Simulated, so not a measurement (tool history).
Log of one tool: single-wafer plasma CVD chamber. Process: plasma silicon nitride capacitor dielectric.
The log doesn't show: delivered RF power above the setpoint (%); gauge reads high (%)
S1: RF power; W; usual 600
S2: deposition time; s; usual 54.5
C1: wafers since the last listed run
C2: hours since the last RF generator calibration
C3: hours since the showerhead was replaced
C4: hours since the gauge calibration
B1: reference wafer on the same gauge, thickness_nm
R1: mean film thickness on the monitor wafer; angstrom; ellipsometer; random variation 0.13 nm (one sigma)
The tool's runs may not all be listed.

run,day,S1,S2,C1,C2,C3,C4,B1,R1
1,0,600,57.8,0,1973.6,6009.5,253.6,65.601,826.47
2,0.621,600,57.8,250,1988.5,6024.4,268.5,65.601,826.82
3,1.075,540,54.5,183,1999.4,6035.3,279.4,65.606,752.83
4,1.533,540,54.5,184,2010.4,6046.3,290.4,65.58,754.82
5,2.025,540,54.5,198,2022.2,6058.1,302.2,65.602,751.24
6,2.642,600,47,248,2037,6072.9,317,65.629,669.7
7,3.138,600,57,199,2048.9,6084.8,328.9,65.632,815.06
8,3.617,600,57,193,2060.4,6096.3,340.4,65.608,814.79
9,3.912,600,57,119,2067.5,6103.4,347.5,65.582,815.12
10,4.317,600,47.7,162,2077.2,6113.1,357.2,65.577,680.95
11,4.829,550,54.5,206,2089.5,6125.4,369.5,65.581,756.35
12,5.154,600,54.5,131,2097.3,6133.2,377.3,65.578,777.16
13,5.542,600,54.5,156,2106.6,6142.5,386.6,65.598,779.98
14,6.15,600,54.5,245,2121.2,6157.1,401.2,65.605,777.55
15,6.667,525,48.5,208,2133.6,6169.5,413.6,65.606,664.49
16,7.321,525,48.5,263,2149.3,6185.2,429.3,65.587,660.19
# day 7.958: RF generator calibrated
17,7.979,600,57.9,131,0.5,6201,445.1,65.592,851.69
18,8.633,600,57.9,263,16.2,6216.7,460.8,65.581,847.93
19,9.221,600,57.9,236,30.3,6230.8,474.9,65.57,849.92
20,9.729,600,54.5,205,42.5,6243,487.1,65.646,802.19
21,10.317,600,57.6,236,56.6,6257.1,501.2,65.585,844.98
22,10.679,600,54.5,146,65.3,6265.8,509.9,65.548,802.36
23,11.112,600,47.1,174,75.7,6276.2,520.3,65.571,692.63
24,11.492,675,54.5,152,84.8,6285.3,529.4,65.583,830.87
# day 12.054: showerhead replaced
25,12.329,640,54.5,203,104.9,6.6,549.5,65.602,815.39
26,12.854,600,54.5,211,117.5,19.2,562.1,65.541,801.86
27,13.121,600,54.5,107,123.9,25.6,568.5,65.62,800.95
28,13.85,670,57.4,294,141.4,43.1,586,65.609,870.73
29,14.575,680,47.5,292,158.8,60.5,603.4,65.639,725.57
# day 14.629: gauge calibrated
30,14.867,700,62.6,117,165.8,67.5,5.7,65.561,966.48
31,16.588,600,54.5,693,207.1,108.8,47,65.598,797.83
32,17.229,600,47.8,258,222.5,124.2,62.4,65.595,700.86
33,17.483,600,54.5,102,228.6,130.3,68.5,65.594,797.81
34,17.933,600,54.5,181,239.4,141.1,79.3,65.625,797.75
35,18.296,485,48.3,146,248.1,149.8,88,65.657,661.3
36,18.579,705,54.5,114,254.9,156.6,94.8,65.581,844.39
37,18.838,600,54.5,104,261.1,162.8,101,65.597,799.4
38,19.238,600,57.9,161,270.7,172.4,110.6,65.639,846.03
39,19.779,700,46.3,218,283.7,185.4,123.6,65.577,713.51
40,20.512,565,47.4,295,301.3,203,141.2,65.608,679.74
41,21.146,600,54.5,255,316.5,218.2,156.4,65.584,799.91
42,21.45,535,64.5,122,323.8,225.5,163.7,65.552,908.71
43,21.854,600,54.5,162,333.5,235.2,173.4,65.609,798.44
44,22.271,520,46,168,343.5,245.2,183.4,65.604,644.36
45,22.788,715,46.4,208,355.9,257.6,195.8,65.599,719.19

3 ways to go on from here, each from the tool as it stands after run 45. What would each give?
A,22.804,600,54.5,6,356.3,258,196.2,?,?
B,22.804,545,48.5,6,356.3,258,196.2,?,?
C,22.804,655,44.5,6,356.3,258,196.2,?,?

run,B1,R1
A,65.587,797.82
B,65.587,688.14
C,65.587,670.12
Without the tool's hidden state the same runs would have given:
run,R1
A,802.47
B,692.16
C,674.03

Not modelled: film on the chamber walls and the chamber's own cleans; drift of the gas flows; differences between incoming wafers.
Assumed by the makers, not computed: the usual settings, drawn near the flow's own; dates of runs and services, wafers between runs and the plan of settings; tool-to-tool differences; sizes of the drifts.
